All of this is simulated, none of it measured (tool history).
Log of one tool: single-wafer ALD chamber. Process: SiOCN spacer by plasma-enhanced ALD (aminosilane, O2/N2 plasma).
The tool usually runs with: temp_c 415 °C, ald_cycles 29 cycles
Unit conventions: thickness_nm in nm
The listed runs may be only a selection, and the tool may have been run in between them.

run,hour,temp_c,ald_cycles,wafers since the last listed run,hours since the last thermocouple change,hours since the gauge calibration,"read-back reference wafer on the same gauge, thickness_nm",thickness_nm
1,0.0,415,29,0,2228.8,73.8,1.979,1.684
2,25.2,415,29,285,2254.0,99.0,1.979,1.667
3,56.1,415,29,350,2284.9,129.9,1.981,1.682
4,74.6,415,29,209,2303.4,148.4,1.981,1.674
5,103.7,426,29,330,2332.5,177.5,1.980,1.606
6,125.1,415,29,242,2353.9,198.9,1.980,1.678
7,145.5,415,29,231,2374.3,219.3,1.980,1.674
8,170.4,415,29,282,2399.2,244.2,1.981,1.674
9,195.0,405,29,279,2423.8,268.8,1.979,1.731
10,229.5,420,29,391,2458.3,303.3,1.979,1.651
11,243.4,420,29,157,2472.2,317.2,1.978,1.653
12,273.6,422,29,342,2502.4,347.4,1.979,1.632
13,306.5,422,29,373,2535.3,380.3,1.980,1.639
14,323.5,415,29,192,2552.3,397.3,1.980,1.685
15,352.3,424,29,326,2581.1,426.1,1.980,1.619
16,378.2,422,34,293,2607.0,452.0,1.978,1.921
17,406.0,425,25,315,2634.8,479.8,1.981,1.397
18,439.1,404,26,375,2667.9,512.9,1.980,1.556
19,456.9,406,34,201,2685.7,530.7,1.979,2.026
20,471.9,403,31,170,2700.7,545.7,1.978,1.856
21,491.8,401,33,225,2720.6,565.6,1.980,1.996
# hour 504.4: gauge calibrated
# hour 522.8: thermocouple changed; heater temperature recalibrated
22,526.9,415,29,307,4.1,22.5,1.980,1.681
23,556.1,424,27,331,33.3,51.7,1.980,1.513
24,571.2,426,26,171,48.4,66.8,1.979,1.445
25,606.4,421,29,399,83.6,102.0,1.978,1.650
26,639.4,415,29,374,116.6,135.0,1.980,1.671
27,666.2,415,33,304,143.4,161.8,1.981,1.908
28,695.1,419,32,327,172.3,190.7,1.979,1.832
29,743.8,407,31,552,221.0,239.4,1.980,1.832
30,762.4,401,26,211,239.6,258.0,1.981,1.582
31,778.0,415,31,176,255.2,273.6,1.980,1.790
32,864.4,415,29,980,341.6,360.0,1.980,1.682

State the hidden condition of the tool at each of the runs:
wafer temperature above the value expected at the setpoint (K): 0 on each run
gauge reads high (%): 0 on each run
